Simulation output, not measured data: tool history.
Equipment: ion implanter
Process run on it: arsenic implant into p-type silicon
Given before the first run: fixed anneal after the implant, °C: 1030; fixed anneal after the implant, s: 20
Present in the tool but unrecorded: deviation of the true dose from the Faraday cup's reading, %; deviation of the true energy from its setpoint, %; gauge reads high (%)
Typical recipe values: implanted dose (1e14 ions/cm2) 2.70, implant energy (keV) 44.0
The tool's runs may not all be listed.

run,hour,implanted dose (1e14 ions/cm2),implant energy (keV),wafers since the last listed run,hours since the last dose calibration,hours since the extraction supply was calibrated,hours since the gauge calibration,"read-back reference wafer on the same gauge, sheet resistance",sheet resistance of the implanted and annealed layer (ohm/square)
1,0.0,2.70,51.5,0,1690.1,5082.7,129.8,236.03,278.46
2,12.5,2.70,44.0,312,1702.6,5095.2,142.3,236.06,285.47
# hour 22.5: gauge calibrated
3,29.7,2.70,44.0,429,1719.8,5112.4,7.2,236.00,286.73
4,41.4,2.70,44.0,292,1731.5,5124.1,18.9,236.04,285.85
5,55.0,2.70,37.5,339,1745.1,5137.7,32.5,236.00,291.82
6,66.2,2.70,37.5,279,1756.3,5148.9,43.7,236.06,292.79
7,74.5,3.15,55.5,207,1764.6,5157.2,52.0,236.01,246.26
8,91.5,3.15,55.5,424,1781.6,5174.2,69.0,236.00,246.73
9,105.0,3.15,55.5,337,1795.1,5187.7,82.5,235.85,247.05
# hour 121.5: extraction supply calibrated
10,122.0,2.70,44.0,224,1812.1,0.5,99.5,235.96,285.82
11,126.7,3.08,44.0,117,1816.8,5.2,104.2,235.85,258.29
12,140.3,3.08,44.0,339,1830.4,18.8,117.8,235.88,258.36
13,156.8,2.70,44.0,411,1846.9,35.3,134.3,236.15,286.00
14,167.6,2.94,40.0,269,1857.7,46.1,145.1,235.97,271.93
# hour 180.2: Faraday cup replaced and dose calibrated
15,183.2,3.51,58.5,189,3.0,61.7,160.7,236.06,225.30
# hour 187.4: gauge calibrated
16,196.5,3.45,44.0,332,16.3,75.0,9.1,235.91,237.58
17,203.8,2.48,53.5,182,23.6,82.3,16.4,235.99,295.97
18,217.8,2.22,53.0,349,37.6,96.3,30.4,236.19,319.64
19,231.4,3.23,37.0,339,51.2,109.9,44.0,236.09,255.06
20,241.6,2.70,44.0,254,61.4,120.1,54.2,235.92,286.11
21,250.1,2.14,34.5,212,69.9,128.6,62.7,236.07,351.64
22,258.4,2.44,39.5,207,78.2,136.9,71.0,235.95,312.15
23,288.1,3.08,44.0,741,107.9,166.6,100.7,236.08,258.57
24,305.7,2.22,53.0,439,125.5,184.2,118.3,235.84,320.83
25,311.8,2.22,44.0,152,131.6,190.3,124.4,236.05,330.36

3 options for the next run, each taken on its own from the tool as it stands now. Forecast them:
A,312.2,3.34,44.0,9,132.0,190.7,124.8,?,?
B,312.2,2.39,36.0,9,132.0,190.7,124.8,?,?
C,312.2,2.70,58.0,9,132.0,190.7,124.8,?,?

run,"read-back reference wafer on the same gauge, sheet resistance",sheet resistance of the implanted and annealed layer (ohm/square)
A,235.95,243.04
B,235.95,321.46
C,235.95,274.05
What these runs would have given with no unlogged condition in the tool:
run,sheet resistance of the implanted and annealed layer (ohm/square)
A,243.04
B,321.46
C,274.05

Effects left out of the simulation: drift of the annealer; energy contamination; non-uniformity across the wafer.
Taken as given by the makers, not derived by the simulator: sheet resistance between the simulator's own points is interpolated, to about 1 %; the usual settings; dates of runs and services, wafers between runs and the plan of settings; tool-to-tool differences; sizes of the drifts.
